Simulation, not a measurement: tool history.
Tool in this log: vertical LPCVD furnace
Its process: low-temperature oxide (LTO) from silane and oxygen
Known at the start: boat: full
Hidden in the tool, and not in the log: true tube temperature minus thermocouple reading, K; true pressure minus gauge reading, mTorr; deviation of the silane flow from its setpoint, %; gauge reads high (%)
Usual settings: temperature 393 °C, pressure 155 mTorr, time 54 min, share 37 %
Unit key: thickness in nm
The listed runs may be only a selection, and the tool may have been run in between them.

run,hour,temperature,pressure,time,share,wafers since the last listed run,hours since the last temperature calibration,hours since the pressure gauge was zeroed,hours since the silane flow controller was replaced,hours since the gauge calibration,"read-back reference wafer on the same gauge, thickness",thickness
1,0,393,155,54,37,0,3106.1,3201.2,1262.6,594.4,273.9,295.68
2,77.8,393,155,54,37,837,3183.9,3279,1340.4,672.2,273.92,297.06
3,177,393,155,54,37,1067,3283.1,3378.2,1439.6,771.4,274.46,297.88
4,231,393,155,54,37,581,3337.1,3432.2,1493.6,825.4,273.7,298.01
5,285.8,393,155,54,37,589,3391.9,3487,1548.4,880.2,273.67,302.98
6,353.6,384,155,54,37,729,3459.7,3554.8,1616.2,948,273.48,268
7,421.3,393,165,54,37,728,3527.4,3622.5,1683.9,1015.7,274.65,317.37
8,483.2,393,165,54,37,666,3589.3,3684.4,1745.8,1077.6,273.49,319.32
9,531.7,393,170,54,37,521,3637.8,3732.9,1794.3,1126.1,274.6,329.85
10,616.9,393,170,54,37,916,3723,3818.1,1879.5,1211.3,273.84,327.67
11,659.3,393,155,63.5,37,456,3765.4,3860.5,1921.9,1253.7,274.36,353.73
# hour 713.4: thermocouples replaced and temperature profile calibrated
12,763.1,393,155,54,37,858,49.7,3964.3,2025.7,1357.5,274.49,295.93
13,869.4,393,155,54,37,1143,156,4070.6,2132,1463.8,274.53,298.36
14,915,385,155,67,37,490,201.6,4116.2,2177.6,1509.4,273.88,336.25
15,953.1,400,180,67.5,33,409,239.7,4154.3,2215.7,1547.5,273.76,406.67
# hour 982.5: silane flow controller replaced
# hour 1014.9: pressure gauge zeroed
16,1037.1,399,155,42.5,37,387,323.7,22.2,54.6,1631.5,273.85,252.69
# hour 1088.3: gauge calibrated
17,1128.2,403,155,64.5,34,980,414.8,113.3,145.7,39.9,274.01,360.11
18,1170.9,393,155,54,31,459,457.5,156,188.4,82.6,274.08,233.73
19,1251.5,385,155,54,43,867,538.1,236.6,269,163.2,274.14,327.34
20,1351.2,401,130,54,37,1072,637.8,336.3,368.7,262.9,273.92,272.82
21,1404.7,393,155,54,37,575,691.3,389.8,422.2,316.4,274.03,298.74
22,1497.1,393,155,54,37,994,783.7,482.2,514.6,408.8,273.87,298.67
23,1568.4,393,170,54,32,767,855,553.5,585.9,480.1,274.14,268.71
24,1658.1,393,155,54,34,965,944.7,643.2,675.6,569.8,274.33,264.36
25,1751.7,393,155,54,42,1007,1038.3,736.8,769.2,663.4,273.96,352.67
26,1834.5,393,180,54,42,890,1121.1,819.6,852,746.2,273.81,407.15
27,1902.3,387,155,35.5,37,729,1188.9,887.4,919.8,814,274.3,183.58

Alternative continuations, all from the tool just after run 27; predict every row:
A,1906.8,393,155,54,37,48,1193.4,891.9,924.3,818.5,?,?
B,1906.8,388,155,73,41,48,1193.4,891.9,924.3,818.5,?,?
C,1906.8,386,165,42.5,30,48,1193.4,891.9,924.3,818.5,?,?
D,1906.8,393,180,54,37,48,1193.4,891.9,924.3,818.5,?,?
E,1906.8,403,155,60.5,37,48,1193.4,891.9,924.3,818.5,?,?

run,"read-back reference wafer on the same gauge, thickness",thickness
A,273.76,297.36
B,273.76,431.58
C,273.76,170.4
D,273.76,345.33
E,273.76,373.3
What these runs would have given with no unlogged condition in the tool:
run,thickness
A,297.36
B,431.58
C,170.4
D,345.33
E,373.3

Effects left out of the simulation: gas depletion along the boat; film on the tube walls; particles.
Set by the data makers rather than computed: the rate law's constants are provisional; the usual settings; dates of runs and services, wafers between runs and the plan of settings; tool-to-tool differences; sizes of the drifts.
